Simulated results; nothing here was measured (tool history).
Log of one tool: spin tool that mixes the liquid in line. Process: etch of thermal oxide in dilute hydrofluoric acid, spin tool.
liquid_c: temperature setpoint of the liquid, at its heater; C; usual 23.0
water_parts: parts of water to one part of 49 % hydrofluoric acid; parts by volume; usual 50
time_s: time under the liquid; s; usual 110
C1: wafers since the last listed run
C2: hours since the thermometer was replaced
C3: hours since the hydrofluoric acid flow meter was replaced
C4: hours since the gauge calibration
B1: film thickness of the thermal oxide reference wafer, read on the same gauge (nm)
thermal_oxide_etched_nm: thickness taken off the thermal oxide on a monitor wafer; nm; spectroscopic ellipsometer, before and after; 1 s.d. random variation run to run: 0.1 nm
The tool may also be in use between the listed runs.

Run 1, day 0.000: usual settings but liquid_c 24.5 C; C1 0; C2 104.5; C3 955.9; C4 1403.5; B1 89.94. Result: thermal_oxide_etched_nm 11.98 nm.
Run 2, day 1.167: usual settings but liquid_c 20.0 C, time_s 125 s; C1 171; C2 132.5; C3 983.9; C4 1431.5; B1 90.03. Result: thermal_oxide_etched_nm 11.16 nm.
Run 3, day 3.858: usual settings; C1 396; C2 197.1; C3 1048.5; C4 1496.1; B1 89.99. Result: thermal_oxide_etched_nm 11.37 nm.
Run 4, day 6.671: usual settings; C1 413; C2 264.6; C3 1116.0; C4 1563.6; B1 90.02. Result: thermal_oxide_etched_nm 11.22 nm.
Run 5, day 9.058: usual settings; C1 351; C2 321.9; C3 1173.3; C4 1620.9; B1 89.99. Result: thermal_oxide_etched_nm 11.40 nm.
Run 6, day 17.558: usual settings; C1 1250; C2 525.9; C3 1377.3; C4 1824.9; B1 89.99. Result: thermal_oxide_etched_nm 11.81 nm.
Run 7, day 19.412: usual settings; C1 272; C2 570.4; C3 1421.8; C4 1869.4; B1 90.01. Result: thermal_oxide_etched_nm 11.74 nm.
At day 21.200: gauge calibrated.
Run 8, day 22.162: usual settings but water_parts 65 parts by volume, time_s 145 s; C1 404; C2 636.4; C3 1487.8; C4 23.1; B1 90.06. Result: thermal_oxide_etched_nm 11.63 nm.
At day 23.267: hydrofluoric acid flow meter replaced.
Run 9, day 24.138: usual settings but water_parts 65 parts by volume, time_s 145 s; C1 284; C2 683.8; C3 20.9; C4 70.5; B1 90.00. Result: thermal_oxide_etched_nm 12.64 nm.
At day 24.633: thermometer replaced.
Run 10, day 25.950: usual settings but water_parts 65 parts by volume, time_s 145 s; C1 260; C2 31.6; C3 64.4; C4 114.0; B1 89.97. Result: thermal_oxide_etched_nm 11.16 nm.
Run 11, day 28.717: usual settings but time_s 140 s; C1 407; C2 98.0; C3 130.8; C4 180.4; B1 90.03. Result: thermal_oxide_etched_nm 14.87 nm.
Run 12, day 29.729: usual settings but time_s 95 s; C1 149; C2 122.3; C3 155.1; C4 204.7; B1 90.00. Result: thermal_oxide_etched_nm 10.07 nm.
Run 13, day 32.262: usual settings but time_s 95 s; C1 372; C2 183.1; C3 215.9; C4 265.5; B1 89.97. Result: thermal_oxide_etched_nm 10.15 nm.
Run 14, day 34.283: usual settings; C1 297; C2 231.6; C3 264.4; C4 314.0; B1 89.98. Result: thermal_oxide_etched_nm 11.75 nm.
Run 15, day 36.021: usual settings but liquid_c 21.5 C, water_parts 30 parts by volume; C1 255; C2 273.3; C3 306.1; C4 355.7; B1 90.01. Result: thermal_oxide_etched_nm 19.18 nm.
Run 16, day 37.633: usual settings but liquid_c 27.0 C, water_parts 30 parts by volume, time_s 65 s; C1 237; C2 312.0; C3 344.8; C4 394.4; B1 90.02. Result: thermal_oxide_etched_nm 13.93 nm.
Run 17, day 38.650: usual settings but liquid_c 18.5 C, water_parts 60 parts by volume; C1 149; C2 336.4; C3 369.2; C4 418.8; B1 90.01. Result: thermal_oxide_etched_nm 8.11 nm.
Run 18, day 41.512: usual settings but liquid_c 25.5 C, water_parts 40 parts by volume; C1 421; C2 405.1; C3 437.9; C4 487.5; B1 90.04. Result: thermal_oxide_etched_nm 16.48 nm.
Run 19, day 47.012: usual settings but liquid_c 27.0 C, water_parts 30 parts by volume, time_s 75 s; C1 809; C2 537.1; C3 569.9; C4 619.5; B1 89.96. Result: thermal_oxide_etched_nm 16.79 nm.
Run 20, day 48.862: usual settings but liquid_c 21.0 C, time_s 55 s; C1 272; C2 581.5; C3 614.3; C4 663.9; B1 90.01. Result: thermal_oxide_etched_nm 5.64 nm.
Run 21, day 50.096: usual settings but time_s 90 s; C1 181; C2 611.1; C3 643.9; C4 693.5; B1 90.02. Result: thermal_oxide_etched_nm 9.93 nm.
Run 22, day 52.429: usual settings; C1 343; C2 667.1; C3 699.9; C4 749.5; B1 89.98. Result: thermal_oxide_etched_nm 12.25 nm.
At day 52.958: thermometer replaced.
Run 23, day 53.712: usual settings but liquid_c 20.0 C, water_parts 75 parts by volume, time_s 45 s; C1 182; C2 18.1; C3 730.7; C4 780.3; B1 90.02. Result: thermal_oxide_etched_nm 2.56 nm.
Run 24, day 56.483: usual settings but water_parts 65 parts by volume; C1 407; C2 84.6; C3 797.2; C4 846.8; B1 90.06. Result: thermal_oxide_etched_nm 8.36 nm.
Run 25, day 58.592: usual settings; C1 310; C2 135.2; C3 847.8; C4 897.4; B1 89.99. Result: thermal_oxide_etched_nm 11.38 nm.
Run 26, day 59.633: usual settings but time_s 150 s; C1 153; C2 160.2; C3 872.8; C4 922.4; B1 89.97. Result: thermal_oxide_etched_nm 15.29 nm.

Each row is a separate what-if for the run after 26, all from the same tool condition, not one after another. Results?
Run A, day 59.650: usual settings but water_parts 70 parts by volume; C1 2; C2 160.6; C3 873.2; C4 922.8; B1 ?. Result: thermal_oxide_etched_nm ?.
Run B, day 59.650: usual settings but water_parts 70 parts by volume, time_s 65 s; C1 2; C2 160.6; C3 873.2; C4 922.8; B1 ?. Result: thermal_oxide_etched_nm ?.
Run C, day 59.650: usual settings but liquid_c 21.0 C, water_parts 60 parts by volume, time_s 75 s; C1 2; C2 160.6; C3 873.2; C4 922.8; B1 ?. Result: thermal_oxide_etched_nm ?.
Run D, day 59.650: usual settings but water_parts 65 parts by volume, time_s 150 s; C1 2; C2 160.6; C3 873.2; C4 922.8; B1 ?. Result: thermal_oxide_etched_nm ?.
Run E, day 59.650: usual settings but liquid_c 18.5 C, water_parts 70 parts by volume, time_s 55 s; C1 2; C2 160.6; C3 873.2; C4 922.8; B1 ?. Result: thermal_oxide_etched_nm ?.

run     B1  thermal_oxide_etched_nm
  A  90.00                     7.78
  B  90.00                     4.60
  C  90.00                     5.78
  D  90.00                    11.51
  E  90.00                     3.23
With no hidden state in the tool, these same runs would have given:
run  thermal_oxide_etched_nm
  A                     7.87
  B                     4.65
  C                     5.84
  D                    11.63
  E                     3.26
